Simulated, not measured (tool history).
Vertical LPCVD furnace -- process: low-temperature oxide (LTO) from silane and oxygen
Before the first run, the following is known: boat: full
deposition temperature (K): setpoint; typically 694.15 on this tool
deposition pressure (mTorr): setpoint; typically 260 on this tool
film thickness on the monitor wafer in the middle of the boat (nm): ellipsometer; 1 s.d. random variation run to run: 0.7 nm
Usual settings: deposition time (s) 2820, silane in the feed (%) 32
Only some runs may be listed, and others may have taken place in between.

run    day  deposition temperature (K)  deposition pressure (mTorr)  deposition time (s)  silane in the feed (%)  read-back reference wafer on the same gauge, thickness  film thickness on the monitor wafer in the middle of the boat (nm)
  1  0.000                      694.15                          260                 2820                      32                                                  556.91                                                              492.66
  2  0.462                      694.15                          260                 2820                      32                                                  557.13                                                              493.27
  3  0.862                      694.15                          260                 2820                      32                                                  557.20                                                              493.96
  4  1.371                      694.15                          260                 2820                      32                                                  557.00                                                              492.30
  5  2.504                      694.15                          260                 2820                      32                                                  556.94                                                              493.64
  6  3.238                      702.15                          260                 2820                      32                                                  557.05                                                              537.13
  7  3.642                      702.15                          260                 2820                      32                                                  556.83                                                              537.60
  8  4.417                      702.15                          260                 2820                      32                                                  556.94                                                              538.19
     5.758  -- silane flow controller replaced
     6.233  -- pressure gauge zeroed
  9  6.254                      694.15                          240                 2820                      32                                                  556.73                                                              432.44
 10  6.450                      694.15                          240                 2820                      32                                                  556.96                                                              431.59
 11  6.650                      694.15                          260                 2820                      36                                                  556.87                                                              545.32
 12  6.846                      694.15                          260                 2820                      32                                                  557.24                                                              467.94

Expected results for the next run?
 13  7.588                      694.15                          225                 2490                      32                                                       ?                                                                   ?

read-back reference wafer on the same gauge, thickness: 556.99
film thickness on the monitor wafer in the middle of the boat (nm): 359.00
The same run, on a tool lacking any hidden state, would have yielded film thickness on the monitor wafer in the middle of the boat (nm) 357.50.
